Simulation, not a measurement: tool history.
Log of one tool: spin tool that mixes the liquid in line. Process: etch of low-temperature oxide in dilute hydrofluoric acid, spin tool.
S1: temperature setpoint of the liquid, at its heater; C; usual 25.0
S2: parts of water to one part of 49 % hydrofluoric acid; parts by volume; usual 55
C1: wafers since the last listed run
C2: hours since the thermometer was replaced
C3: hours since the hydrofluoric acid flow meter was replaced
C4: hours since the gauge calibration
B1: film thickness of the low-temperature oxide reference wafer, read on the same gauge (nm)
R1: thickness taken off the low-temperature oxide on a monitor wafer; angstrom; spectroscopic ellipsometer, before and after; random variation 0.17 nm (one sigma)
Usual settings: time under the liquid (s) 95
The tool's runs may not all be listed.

{"run": 1, "hour": 0.0, "S1": 25.0, "S2": 55, "time under the liquid (s)": 95, "C1": 0, "C2": 233.7, "C3": 125.1, "C4": 11.3, "B1": 50.0, "R1": 528.7}
{"run": 2, "hour": 35.6, "S1": 25.0, "S2": 55, "time under the liquid (s)": 95, "C1": 324, "C2": 269.3, "C3": 160.7, "C4": 46.9, "B1": 49.99, "R1": 528.3}
{"run": 3, "hour": 89.3, "S1": 25.0, "S2": 80, "time under the liquid (s)": 95, "C1": 490, "C2": 323.0, "C3": 214.4, "C4": 100.6, "B1": 50.01, "R1": 352.4}
{"run": 4, "hour": 135.0, "S1": 25.0, "S2": 55, "time under the liquid (s)": 95, "C1": 417, "C2": 368.7, "C3": 260.1, "C4": 146.3, "B1": 50.01, "R1": 529.5}
{"run": 5, "hour": 197.1, "S1": 27.5, "S2": 55, "time under the liquid (s)": 95, "C1": 566, "C2": 430.8, "C3": 322.2, "C4": 208.4, "B1": 49.99, "R1": 591.7}
{"run": 6, "hour": 229.8, "S1": 28.5, "S2": 75, "time under the liquid (s)": 95, "C1": 298, "C2": 463.5, "C3": 354.9, "C4": 241.1, "B1": 50.0, "R1": 436.4}
{"run": 7, "hour": 270.5, "S1": 21.5, "S2": 55, "time under the liquid (s)": 95, "C1": 371, "C2": 504.2, "C3": 395.6, "C4": 281.8, "B1": 49.99, "R1": 460.9}
{"run": 8, "hour": 319.1, "S1": 21.5, "S2": 55, "time under the liquid (s)": 95, "C1": 443, "C2": 552.8, "C3": 444.2, "C4": 330.4, "B1": 50.02, "R1": 462.8}
{"run": 9, "hour": 378.8, "S1": 25.0, "S2": 55, "time under the liquid (s)": 95, "C1": 544, "C2": 612.5, "C3": 503.9, "C4": 390.1, "B1": 50.01, "R1": 531.9}
{"run": 10, "hour": 442.0, "S1": 25.0, "S2": 55, "time under the liquid (s)": 95, "C1": 576, "C2": 675.7, "C3": 567.1, "C4": 453.3, "B1": 50.01, "R1": 532.9}
{"run": 11, "hour": 471.7, "S1": 22.5, "S2": 75, "time under the liquid (s)": 95, "C1": 271, "C2": 705.4, "C3": 596.8, "C4": 483.0, "B1": 49.99, "R1": 345.7}
{"run": 12, "hour": 497.1, "S1": 25.0, "S2": 70, "time under the liquid (s)": 95, "C1": 231, "C2": 730.8, "C3": 622.2, "C4": 508.4, "B1": 49.99, "R1": 409.7}
{"hour": 543.3, "done": "thermometer replaced"}
{"run": 13, "hour": 553.5, "S1": 25.0, "S2": 55, "time under the liquid (s)": 95, "C1": 505, "C2": 10.2, "C3": 678.6, "C4": 564.8, "B1": 50.01, "R1": 535.5}
{"hour": 563.8, "done": "gauge calibrated"}
{"run": 14, "hour": 578.6, "S1": 25.0, "S2": 55, "time under the liquid (s)": 95, "C1": 229, "C2": 35.3, "C3": 703.7, "C4": 14.8, "B1": 49.99, "R1": 535.8}
{"run": 15, "hour": 616.9, "S1": 25.0, "S2": 35, "time under the liquid (s)": 50, "C1": 349, "C2": 73.6, "C3": 742.0, "C4": 53.1, "B1": 49.98, "R1": 455.0}
{"run": 16, "hour": 678.9, "S1": 29.5, "S2": 45, "time under the liquid (s)": 55, "C1": 565, "C2": 135.6, "C3": 804.0, "C4": 115.1, "B1": 50.0, "R1": 463.5}
{"run": 17, "hour": 720.3, "S1": 21.0, "S2": 75, "time under the liquid (s)": 125, "C1": 377, "C2": 177.0, "C3": 845.4, "C4": 156.5, "B1": 49.98, "R1": 430.3}

Run 18 comes next. What will it give?
{"hour": 757.6, "done": "hydrofluoric acid flow meter replaced"}
{"run": 18, "hour": 924.3, "S1": 25.0, "S2": 55, "time under the liquid (s)": 95, "C1": 1852, "C2": 381.0, "C3": 166.7, "C4": 360.5, "B1": "?", "R1": "?"}

B1: 50.01
R1: 527.5 angstrom
Without the tool's hidden state the same run would have given R1 524.2 angstrom.

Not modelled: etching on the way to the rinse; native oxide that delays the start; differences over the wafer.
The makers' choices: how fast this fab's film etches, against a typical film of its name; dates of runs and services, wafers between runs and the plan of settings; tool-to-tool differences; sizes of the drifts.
